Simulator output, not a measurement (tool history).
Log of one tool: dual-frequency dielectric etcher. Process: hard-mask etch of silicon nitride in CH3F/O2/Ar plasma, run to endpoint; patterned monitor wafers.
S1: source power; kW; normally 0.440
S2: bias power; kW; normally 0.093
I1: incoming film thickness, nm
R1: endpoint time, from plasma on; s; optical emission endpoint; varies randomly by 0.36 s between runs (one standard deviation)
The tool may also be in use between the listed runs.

run,hour,S1,S2,I1,R1
1,0.0,0.440,0.109,49.28,62.5
2,19.5,0.440,0.093,49.19,65.5
3,31.5,0.440,0.093,49.95,66.6
4,46.1,0.440,0.093,49.36,66.1
5,80.5,0.440,0.093,48.41,65.0
6,186.4,0.440,0.093,49.56,67.0
7,198.8,0.440,0.104,48.87,63.6
8,223.5,0.440,0.093,48.85,66.7
9,260.2,0.490,0.075,49.57,67.4
10,285.8,0.440,0.093,49.67,66.6
11,299.7,0.440,0.093,49.41,65.4
12,317.7,0.440,0.093,49.16,64.6
13,348.9,0.540,0.087,49.93,63.9
14,381.7,0.500,0.106,49.75,61.5
15,480.4,0.360,0.105,49.04,68.1
16,492.5,0.400,0.080,49.75,72.4

Removed from this log: 4 entries logged between the listed runs. Between which two listed runs does each belong, and how does the tool's hidden state at the listed run before it compare with that at the listed run after it?
In the gap between runs 5 and 6: bias power generator calibrated (hour 166.6); upper electrode replaced (hour 178.0)
  etch rate over this chamber's usual, %: -1.58 -> -2.35
  what was measured, less what the result would be without the hidden state, R1: +1.0 -> +1.5 s
In the gap between runs 8 and 9: wet clean of the chamber (hour 259.7)
  etch rate over this chamber's usual, %: -2.63 -> -0.476
  what was measured, less what the result would be without the hidden state, R1: +1.8 -> +0.3 s
In the gap between runs 12 and 13: source power generator calibrated (hour 324.6)
  etch rate over this chamber's usual, %: -0.899 -> -1.13
  what was measured, less what the result would be without the hidden state, R1: +0.6 -> +0.7 s
